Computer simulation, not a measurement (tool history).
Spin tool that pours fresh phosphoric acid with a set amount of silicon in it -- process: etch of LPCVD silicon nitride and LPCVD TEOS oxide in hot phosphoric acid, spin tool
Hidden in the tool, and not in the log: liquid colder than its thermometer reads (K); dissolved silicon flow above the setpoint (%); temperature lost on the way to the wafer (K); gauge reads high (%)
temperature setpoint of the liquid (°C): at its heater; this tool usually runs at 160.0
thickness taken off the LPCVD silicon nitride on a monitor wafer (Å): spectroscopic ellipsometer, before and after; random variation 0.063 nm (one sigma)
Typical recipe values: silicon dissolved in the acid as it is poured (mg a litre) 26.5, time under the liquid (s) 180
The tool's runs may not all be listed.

run   hour  temperature setpoint of the liquid (°C)  silicon dissolved in the acid as it is poured (mg a litre)  time under the liquid (s)  wafers since the last listed run  hours since the thermometer was replaced  hours since the dissolved silicon flow meter was replaced  hours since the heated supply line was repaired  hours since the gauge calibration  read-back film thickness of the LPCVD silicon nitride reference wafer, read on the same gauge (nm)  thickness taken off the LPCVD silicon nitride on a monitor wafer (Å)
  1    0.0                                    160.0                                                        26.5                        180                                 0                                    2028.9                                                     1806.2                                            744.3                               91.5                                                                                              109.96                                                                 138.6
  2   10.2                                    160.0                                                        26.5                        180                               101                                    2039.1                                                     1816.4                                            754.5                              101.7                                                                                              109.97                                                                 139.7
  3   20.3                                    160.0                                                        26.5                        180                               100                                    2049.2                                                     1826.5                                            764.6                              111.8                                                                                              110.01                                                                 139.4
  4   48.9                                    160.0                                                        26.5                        180                               284                                    2077.8                                                     1855.1                                            793.2                              140.4                                                                                              110.01                                                                 137.9
  5   55.3                                    160.0                                                        26.5                        180                                63                                    2084.2                                                     1861.5                                            799.6                              146.8                                                                                              109.99                                                                 139.1
  6   61.9                                    160.0                                                        26.5                        180                                65                                    2090.8                                                     1868.1                                            806.2                              153.4                                                                                              109.98                                                                 138.8
  7   74.8                                    160.0                                                        26.5                        245                               128                                    2103.7                                                     1881.0                                            819.1                              166.3                                                                                              109.98                                                                 189.5
  8   88.9                                    160.0                                                        11.0                        180                               140                                    2117.8                                                     1895.1                                            833.2                              180.4                                                                                              109.99                                                                 137.7
      91.8  -- gauge calibrated
  9  103.3                                    160.0                                                        26.5                        180                               143                                    2132.2                                                     1909.5                                            847.6                               11.5                                                                                              110.02                                                                 136.8
     108.5  -- thermometer replaced
 10  120.4                                    160.0                                                        26.5                        180                               160                                      11.9                                                     1926.6                                            864.7                               28.6                                                                                              110.04                                                                 138.3
 11  135.2                                    160.0                                                        26.5                        180                               147                                      26.7                                                     1941.4                                            879.5                               43.4                                                                                              110.00                                                                 137.5
     141.9  -- heated supply line repaired
 12  151.7                                    158.5                                                        26.5                        180                               154                                      43.2                                                     1957.9                                              9.8                               59.9                                                                                              110.01                                                                 139.5
 13  168.1                                    158.0                                                        17.0                        135                               163                                      59.6                                                     1974.3                                             26.2                               76.3                                                                                              110.00                                                                 103.6
 14  181.6                                    160.0                                                        16.0                        180                               134                                      73.1                                                     1987.8                                             39.7                               89.8                                                                                              110.01                                                                 147.4
     182.9  -- dissolved silicon flow meter replaced
 15  194.3                                    160.0                                                        46.5                        240                               116                                      85.8                                                       11.4                                             52.4                              102.5                                                                                              110.00                                                                 199.0
 16  207.6                                    160.0                                                        43.5                        180                               132                                      99.1                                                       24.7                                             65.7                              115.8                                                                                              110.02                                                                 148.0
 17  222.9                                    161.0                                                        26.5                        180                               152                                     114.4                                                       40.0                                             81.0                              131.1                                                                                              110.01                                                                 152.4
 18  238.8                                    160.0                                                        26.5                        180                               158                                     130.3                                                       55.9                                             96.9                              147.0                                                                                              110.00                                                                 147.0
 19  244.9                                    160.0                                                        47.5                        280                                60                                     136.4                                                       62.0                                            103.0                              153.1                                                                                              110.02                                                                 228.9
 20  254.3                                    160.0                                                        26.5                        235                                93                                     145.8                                                       71.4                                            112.4                              162.5                                                                                              110.03                                                                 192.2
 21  263.1                                    161.0                                                         6.5                        180                                87                                     154.6                                                       80.2                                            121.2                              171.3                                                                                              110.03                                                                 152.2
 22  274.2                                    158.0                                                        17.0                        135                               110                                     165.7                                                       91.3                                            132.3                              182.4                                                                                              110.01                                                                 103.1

Alternative continuations, all from the tool just after run 22; predict every row:
  A  274.7                                    160.0                                                        26.5                        180                                 4                                     166.2                                                       91.8                                            132.8                              182.9                                                                                                   ?                                                                     ?
  B  274.7                                    160.0                                                        21.0                        285                                 4                                     166.2                                                       91.8                                            132.8                              182.9                                                                                                   ?                                                                     ?
  C  274.7                                    161.0                                                        10.0                        180                                 4                                     166.2                                                       91.8                                            132.8                              182.9                                                                                                   ?                                                                     ?
  D  274.7                                    160.0                                                        26.5                        220                                 4                                     166.2                                                       91.8                                            132.8                              182.9                                                                                                   ?                                                                     ?

run  read-back film thickness of the LPCVD silicon nitride reference wafer, read on the same gauge (nm)  thickness taken off the LPCVD silicon nitride on a monitor wafer (Å)
  A                                                                                              109.98                                                                 146.3
  B                                                                                              109.98                                                                 231.7
  C                                                                                              109.98                                                                 151.3
  D                                                                                              109.98                                                                 178.9
With no hidden state in the tool, these same runs would have given:
run  thickness taken off the LPCVD silicon nitride on a monitor wafer (Å)
  A                                                                 149.8
  B                                                                 237.2
  C                                                                 154.9
  D                                                                 183.1

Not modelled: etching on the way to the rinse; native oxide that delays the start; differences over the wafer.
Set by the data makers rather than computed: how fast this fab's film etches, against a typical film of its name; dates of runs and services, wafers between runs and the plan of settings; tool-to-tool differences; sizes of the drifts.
